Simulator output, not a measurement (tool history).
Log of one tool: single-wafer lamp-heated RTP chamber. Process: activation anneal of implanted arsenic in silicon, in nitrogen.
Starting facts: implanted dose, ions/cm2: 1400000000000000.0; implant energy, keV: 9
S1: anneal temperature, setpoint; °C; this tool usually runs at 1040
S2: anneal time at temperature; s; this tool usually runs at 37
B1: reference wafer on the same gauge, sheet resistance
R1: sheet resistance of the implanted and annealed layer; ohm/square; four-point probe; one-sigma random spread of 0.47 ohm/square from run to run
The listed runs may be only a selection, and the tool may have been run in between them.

| run | hour | S1 | S2 | B1 | R1 |
|---|---|---|---|---|---|
| 1 | 0 | 1040 | 37 | 99.79 | 87.6 |
| 2 | 24.5 | 1040 | 37 | 99.82 | 86.62 |
| 3 | 54.3 | 1040 | 37 | 99.65 | 86.83 |
| 4 | 84.9 | 1040 | 37 | 99.6 | 87.09 |
| 5 | 103.1 | 1040 | 37 | 99.71 | 88.1 |
| 6 | 128.2 | 1040 | 37 | 99.69 | 86.78 |
| 7 | 159.3 | 1040 | 37 | 99.61 | 86.83 |
| 8 | 190.9 | 1040 | 37 | 99.65 | 86.51 |
|  | 212.6 | pyrometer window cleaned and pyrometer calibrated |
| 9 | 213.7 | 1032 | 37 | 99.86 | 90.03 |
| 10 | 235.1 | 1057 | 55 | 99.83 | 76.46 |
| 11 | 253.4 | 1057 | 55 | 99.76 | 77.16 |
| 12 | 280.7 | 1057 | 55 | 99.78 | 76.31 |
| 13 | 304.9 | 1048 | 37 | 99.91 | 83.88 |
| 14 | 321.7 | 1023 | 37 | 99.97 | 91.94 |
| 15 | 349 | 1023 | 37 | 99.69 | 92.43 |
| 16 | 361.5 | 1011 | 25 | 99.82 | 108.04 |
| 17 | 390 | 1040 | 28 | 99.71 | 90.41 |
| 18 | 410.3 | 1030 | 59 | 99.73 | 82.44 |
|  | 440.6 | pyrometer window cleaned and pyrometer calibrated |
| 19 | 442.4 | 1011 | 30 | 99.89 | 102.56 |
|  | 462.7 | reflector plate cleaned |
| 20 | 469.7 | 1059 | 26 | 99.81 | 86.36 |
| 21 | 484.1 | 1032 | 21 | 99.89 | 101.79 |
| 22 | 502.4 | 1060 | 45 | 99.73 | 78.22 |
| 23 | 529.5 | 1040 | 37 | 99.78 | 88.08 |
| 24 | 556.2 | 1053 | 18 | 99.73 | 94.32 |
|  | 558.3 | gauge calibrated |
| 25 | 592.1 | 1065 | 20 | 99.8 | 87.05 |
|  | 643.1 | pyrometer window cleaned and pyrometer calibrated |
| 26 | 692.1 | 1040 | 37 | 99.81 | 86.51 |
| 27 | 718.3 | 1040 | 37 | 99.79 | 85.94 |
| 28 | 750.1 | 1040 | 44 | 99.8 | 84.19 |
| 29 | 772.6 | 1016 | 15 | 99.83 | 119.54 |
| 30 | 799.3 | 1070 | 44 | 99.75 | 76.06 |
| 31 | 830 | 1040 | 58 | 99.71 | 80.67 |
|  | 853.9 | pyrometer window cleaned and pyrometer calibrated |
| 32 | 854.4 | 1040 | 43 | 99.79 | 83.48 |
| 33 | 867.9 | 1040 | 37 | 99.68 | 85.96 |
| 34 | 883.5 | 1063 | 37 | 99.9 | 78.19 |
| 35 | 952.3 | 1040 | 22 | 99.95 | 94.58 |
| 36 | 985.3 | 1025 | 28 | 99.81 | 96.65 |

Table of differences, measured result less the result of that run with no hidden state. Run-to-run variation is the same in both. Gauge scatter possibly is not:
Hidden state at play: true wafer temperature minus pyrometer reading, K; wafer temperature error from the tarnished reflector plate, K; gauge reads high (%).
| run | R1 |
|---|---|
| 1 | -0.76 |
| 2 | -0.83 |
| 3 | -0.94 |
| 4 | -1.04 |
| 5 | -1.11 |
| 6 | -1.18 |
| 7 | -1.28 |
| 8 | -1.37 |
| 9 | -1.68 |
| 10 | -1.05 |
| 11 | -1.1 |
| 12 | -1.15 |
| 13 | -1.6 |
| 14 | -2.47 |
| 15 | -2.62 |
| 16 | -4.03 |
| 17 | -2.4 |
| 18 | -1.95 |
| 19 | -4.31 |
| 20 | -0.61 |
| 21 | -1.09 |
| 22 | -0.55 |
| 23 | -0.83 |
| 24 | -1.15 |
| 25 | -1.01 |
| 26 | -1.34 |
| 27 | -1.43 |
| 28 | -1.39 |
| 29 | -3.55 |
| 30 | -1.17 |
| 31 | -1.44 |
| 32 | -1.7 |
| 33 | -1.9 |
| 34 | -1.55 |
| 35 | -3.02 |
| 36 | -3.51 |
